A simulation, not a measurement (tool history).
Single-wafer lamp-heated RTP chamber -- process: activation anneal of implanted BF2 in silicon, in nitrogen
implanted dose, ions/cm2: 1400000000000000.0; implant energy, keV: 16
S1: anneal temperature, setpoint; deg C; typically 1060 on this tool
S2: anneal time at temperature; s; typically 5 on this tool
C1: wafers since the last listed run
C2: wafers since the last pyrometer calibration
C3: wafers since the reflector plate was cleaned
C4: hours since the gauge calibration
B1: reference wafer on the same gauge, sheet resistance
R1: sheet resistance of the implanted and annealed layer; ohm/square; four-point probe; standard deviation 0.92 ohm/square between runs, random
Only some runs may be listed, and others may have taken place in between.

run    hour    S1  S2    C1    C2    C3      C4      B1      R1
  1     0.0  1060   5     0   848  3351   892.3  174.76  151.73
  2    49.7  1060   5   592  1441  3944   942.0  174.76  149.29
  3   111.7  1060   5   739  2180  4684  1004.0  174.65  149.02
      147.0  -- reflector plate cleaned
  4   170.9  1043   5   610  2791   285  1063.2  174.93  175.01
  5   230.5  1060   5   710  3502   996  1122.8  175.17  151.73
  6   255.7  1060   5   300  3802  1296  1148.0  175.16  150.87
  7   351.5  1060   5  1142  4945  2439  1243.8  174.97  148.05
  8   425.7  1060   5   884  5830  3324  1318.0  174.56  146.53
  9   493.2  1079   5   805  6635  4129  1385.5  175.39  126.56
      522.8  -- reflector plate cleaned
 10   531.8  1079   5   364  7000   107  1424.1  175.01  132.53
 11   571.9  1082   4   478  7478   586  1464.2  175.09  133.33
      581.6  -- pyrometer window cleaned and pyrometer calibrated
 12   617.2  1082   4   444   424  1030  1509.5  175.20  138.33
 13   649.0  1060   3   379   803  1410  1541.3  174.95  167.32
 14   749.3  1060   5  1196  2000  2606  1641.6  174.93  153.17
 15   806.6  1034   7   683  2683  3289  1698.9  174.83  169.73
 16   869.1  1060   4   745  3429  4035  1761.4  175.19  155.23
      898.6  -- gauge calibrated
 17   902.3  1036   4   395  3824  4431     3.7  174.87  181.54
      933.1  -- reflector plate cleaned
 18  1065.0  1060   5  1845  5670  1573   166.4  174.45  148.63
 19  1107.5  1076   4   506  6176  2080   208.9  175.15  137.33
 20  1147.6  1049   5   478  6655  2558   249.0  174.91  156.84
 21  1208.0  1060   5   720  7375  3278   309.4  175.48  142.84
     1269.2  -- pyrometer window cleaned and pyrometer calibrated
 22  1269.5  1046   6   638     4  3917   370.9  175.08  159.98
 23  1320.9  1060   5   613   617  4530   422.3  175.12  150.99
     1364.1  -- reflector plate cleaned
 24  1391.4  1069   3   745  1362   325   492.8  175.21  160.76
 25  1422.1  1060   5   366  1728   691   523.5  175.46  153.91
 26  1452.3  1086   4   360  2088  1051   553.7  175.04  134.24
 27  1517.6  1080   6   778  2867  1830   619.0  174.44  128.07
 28  1550.6  1060   5   393  3261  2223   652.0  175.07  150.58
 29  1598.8  1060   5   574  3836  2798   700.2  175.49  147.68

Take each entry between the runs: how does the hidden state at the last listed run before it differ from the hidden state at the first listed run after it?
After run 3, before run 4: reflector plate cleaned (hour 147.0)
  true wafer temperature minus pyrometer reading, K: 0.997 -> 1.55; wafer temperature error from the tarnished reflector plate, K: 7.86 -> 1.85
  the result without the hidden state subtracted from the measured one, R1: -9.00 -> -4.12 ohm/square
After run 9, before run 10: reflector plate cleaned (hour 522.8)
  true wafer temperature minus pyrometer reading, K: 7.22 -> 8.2; wafer temperature error from the tarnished reflector plate, K: 7.62 -> 0.648
  the result without the hidden state subtracted from the measured one, R1: -12.28 -> -7.60 ohm/square
After run 11, before run 12: pyrometer window cleaned and pyrometer calibrated (hour 581.6)
  true wafer temperature minus pyrometer reading, K: 9.29 -> 0.228; wafer temperature error from the tarnished reflector plate, K: 2.56 -> 4.1
  the result without the hidden state subtracted from the measured one, R1: -10.24 -> -3.93 ohm/square
After run 16, before run 17: gauge calibrated (hour 898.6)
  true wafer temperature minus pyrometer reading, K: 2 -> 2.44; wafer temperature error from the tarnished reflector plate, K: 7.2 -> 7.31
  the result without the hidden state subtracted from the measured one, R1: -10.21 -> -11.71 ohm/square
After run 17, before run 18: reflector plate cleaned (hour 933.1)
  true wafer temperature minus pyrometer reading, K: 2.44 -> 5.3; wafer temperature error from the tarnished reflector plate, K: 7.31 -> 5.13
  the result without the hidden state subtracted from the measured one, R1: -11.71 -> -10.59 ohm/square
After run 21, before run 22: pyrometer window cleaned and pyrometer calibrated (hour 1269.2)
  true wafer temperature minus pyrometer reading, K: 8.76 -> 1.55; wafer temperature error from the tarnished reflector plate, K: 6.93 -> 7.26
  the result without the hidden state subtracted from the measured one, R1: -15.50 -> -9.93 ohm/square
After run 23, before run 24: reflector plate cleaned (hour 1364.1)
  true wafer temperature minus pyrometer reading, K: 1.6 -> 1.87; wafer temperature error from the tarnished reflector plate, K: 7.44 -> 1.61
  the result without the hidden state subtracted from the measured one, R1: -9.31 -> -3.98 ohm/square
